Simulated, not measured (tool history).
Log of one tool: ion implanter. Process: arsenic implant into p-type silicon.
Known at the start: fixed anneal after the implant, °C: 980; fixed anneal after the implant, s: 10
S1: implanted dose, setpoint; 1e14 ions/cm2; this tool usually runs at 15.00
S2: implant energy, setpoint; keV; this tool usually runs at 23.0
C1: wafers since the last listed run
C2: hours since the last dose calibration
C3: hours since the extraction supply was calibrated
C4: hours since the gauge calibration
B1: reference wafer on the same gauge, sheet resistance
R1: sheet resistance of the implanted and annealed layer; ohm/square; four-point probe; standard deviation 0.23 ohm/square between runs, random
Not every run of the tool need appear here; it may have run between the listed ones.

run    hour     S1    S2    C1      C2      C3      C4      B1      R1
  1     0.0  15.00  19.0     0  1650.8  2291.5  1120.7  121.00  137.26
       24.3  -- gauge calibrated
  2    95.7  15.00  19.0  1325  1746.5  2387.2    71.4  121.01  137.63
  3   174.2  15.00  27.0  1087  1825.0  2465.7   149.9  121.00  116.94
  4   213.8  15.00  27.0   548  1864.6  2505.3   189.5  121.00  116.71
  5   267.5  15.00  27.0   743  1918.3  2559.0   243.2  121.04  116.55
  6   356.2  15.00  23.0  1228  2007.0  2647.7   331.9  120.95  125.64
      365.4  -- extraction supply calibrated
      386.6  -- Faraday cup replaced and dose calibrated
  7   403.4  15.00  23.0   432    16.8    38.0   379.1  121.00  123.99
  8   474.0  15.00  23.0   978    87.4   108.6   449.7  120.99  123.92
  9   523.8  15.00  28.0   689   137.2   158.4   499.5  121.04  113.26
 10   629.3  16.78  31.0  1461   242.7   263.9   605.0  121.04  104.53
 11   819.3  13.38  25.0  2632   432.7   453.9   795.0  120.98  123.66
 12   884.6  10.89  25.5   904   498.0   519.2   860.3  120.99  131.83
      933.8  -- gauge calibrated
 13   957.7  15.00  23.0  1012   571.1   592.3    23.9  120.97  124.68
 14  1015.0  15.00  23.0   793   628.4   649.6    81.2  121.01  124.90
 15  1095.1  16.50  25.5  1109   708.5   729.7   161.3  121.00  116.75
 16  1198.5  12.65  30.0  1432   811.9   833.1   264.7  121.01  116.36

Below, some changes in R1 between adjacent runs. For each, the amount present without the hidden state too (settings, incoming material, random variation) and the amount remaining for the hidden state with gauge scatter not shared by both compared results:
The hidden state here: deviation of the true dose from the Faraday cup's reading, %; deviation of the true energy from its setpoint, %; gauge reads high (%).
Run 2 -> 3: S2 19.0 -> 27.0. R1 -20.69 ohm/square: hidden state -0.24, all else -20.45.
Run 6 -> 7: extraction supply calibrated, Faraday cup replaced and dose calibrated. R1 -1.65 ohm/square: hidden state -2.25, all else +0.60.
